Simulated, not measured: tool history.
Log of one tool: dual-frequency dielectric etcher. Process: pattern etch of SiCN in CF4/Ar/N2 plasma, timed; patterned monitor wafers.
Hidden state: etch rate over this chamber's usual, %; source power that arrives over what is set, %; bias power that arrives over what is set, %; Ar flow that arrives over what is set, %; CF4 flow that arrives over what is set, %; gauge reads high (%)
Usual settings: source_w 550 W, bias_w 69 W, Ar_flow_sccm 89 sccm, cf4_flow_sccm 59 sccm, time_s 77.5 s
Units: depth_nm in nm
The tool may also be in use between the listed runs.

run     day  source_w  bias_w  Ar_flow_sccm  cf4_flow_sccm  time_s  wafers since the last listed run  hours since the last wet clean  hours since the last source power generator calibration  hours since the last bias power generator calibration  hours since the last Ar flow controller change  hours since the last CF4 flow controller change  hours since the last upper electrode change  hours since the gauge calibration  read-back reference wafer on the same gauge, depth_nm  depth_nm
  1       0       550      69            89             59    77.5                                 0                           509.7                                                     1306                                                 1815.1                                            2946                                             1084                                       2080.5                             1324.4                                                   84.1      85.5
      6.646  -- wet clean of the chamber
  2   6.667       550      69            89             59    77.5                              1588                             0.5                                                     1466                                                 1975.1                                            3106                                             1244                                       2240.5                             1484.4                                                   84.1      85.6
  3  13.871       550      69            76             59      63                              2019                           173.4                                                   1638.9                                                   2148                                          3278.9                                           1416.9                                       2413.4                             1657.3                                                   84.1      70.9
  4  15.592       550      69            89             59    77.5                               482                           214.7                                                   1680.2                                                 2189.3                                          3320.2                                           1458.2                                       2454.7                             1698.6                                                   84.1      85.6
  5  17.171       630      69            89             59    77.5                               442                           252.6                                                   1718.1                                                 2227.2                                          3358.1                                           1496.1                                       2492.6                             1736.5                                                     84      96.6
  6  18.267       450      69            76             47    77.5                               307                           278.9                                                   1744.4                                                 2253.5                                          3384.4                                           1522.4                                       2518.9                             1762.8                                                   84.1      69.9
  7  23.238       550      69            89             65    77.5                              1393                           398.2                                                   1863.7                                                 2372.8                                          3503.7                                           1641.7                                       2638.2                             1882.1                                                   84.2      87.6
  8  24.254       550      69            89             59    77.5                               284                           422.6                                                   1888.1                                                 2397.2                                          3528.1                                           1666.1                                       2662.6                             1906.5                                                   84.1        86
  9  26.008       550      69            89             52    77.5                               491                           464.7                                                   1930.2                                                 2439.3                                          3570.2                                           1708.2                                       2704.7                             1948.6                                                   84.1      82.6
     28.288  -- CF4 flow controller replaced
 10    28.6       430      85           103             73    77.5                               656                           526.9                                                   1992.4                                                 2501.5                                          3632.4                                              7.5                                       2766.9                             2010.8                                                   84.1      80.7
      29.45  -- gauge calibrated
 11  30.738       550      69            89             59    77.5                               599                           578.2                                                   2043.7                                                 2552.8                                          3683.7                                             58.8                                       2818.2                               30.9                                                     84      85.7
     31.842  -- wet clean of the chamber
 12  32.771       460      69            89             59    77.5                               289                            22.3                                                   2092.5                                                 2601.6                                          3732.5                                            107.6                                         2867                               79.7                                                   84.2      74.1
     34.542  -- upper electrode replaced
 13   35.55       660      69           110             59    77.5                               498                              89                                                   2159.2                                                 2668.3                                          3799.2                                            174.3                                         24.2                              146.4                                                   84.2        96
     35.967  -- Ar flow controller replaced
     37.554  -- bias power generator calibrated
     37.733  -- source power generator calibrated
 14   38.05       550      69            89             46      91                               537                             149                                                      7.6                                                   11.9                                              50                                            234.3                                         84.2                              206.4                                                   84.1      93.9
 15  39.608       550      69            89             59    77.5                               436                           186.4                                                       45                                                   49.3                                            87.4                                            271.7                                        121.6                              243.8                                                   84.1      85.7
 16  47.888       550      80           106             59    77.5                              2320                           385.1                                                    243.7                                                    248                                           286.1                                            470.4                                        320.3                              442.5                                                     84      90.6
 17   49.05       450      55            89             67    88.5                               325                             413                                                    271.6                                                  275.9                                             314                                            498.3                                        348.2                              470.4                                                   84.1      75.8
 18  51.483       550      56            89             59    58.5                               682                           471.4                                                      330                                                  334.3                                           372.4                                            556.7                                        406.6                              528.8                                                   84.1      57.1
 19  53.092       550      80            97             47      93                               450                             510                                                    368.6                                                  372.9                                             411                                            595.3                                        445.2                              567.4                                                   84.2     103.8
 20  55.383       550      63            89             59    77.5                               642                             565                                                    423.6                                                  427.9                                             466                                            650.3                                        500.2                              622.4                                                   84.1      81.1

5 ways to go on from here, each from the tool as it stands after run 20. What would each give?
  A  55.4       550      69            89             59    77.5                                 4                           565.4                                                      424                                                  428.3                                           466.4                                            650.7                                        500.6                              622.8                                                      ?         ?
  B  55.4       550      69            89             59      60                                 4                           565.4                                                      424                                                  428.3                                           466.4                                            650.7                                        500.6                              622.8                                                      ?         ?
  C  55.4       610      60            89             51      69                                 4                           565.4                                                      424                                                  428.3                                           466.4                                            650.7                                        500.6                              622.8                                                      ?         ?
  D  55.4       500      69            89             59    77.5                                 4                           565.4                                                      424                                                  428.3                                           466.4                                            650.7                                        500.6                              622.8                                                      ?         ?
  E  55.4       420      69            89             69    77.5                                 4                           565.4                                                      424                                                  428.3                                           466.4                                            650.7                                        500.6                              622.8                                                      ?         ?

run  read-back reference wafer on the same gauge, depth_nm  depth_nm
  A                                                   84.1      85.8
  B                                                   84.1      66.5
  C                                                   84.1      73.9
  D                                                   84.1      79.4
  E                                                   84.1      71.5
Without the tool's hidden state the same runs would have given:
run  depth_nm
  A      85.8
  B      66.5
  C      73.9
  D      79.4
  E      71.5
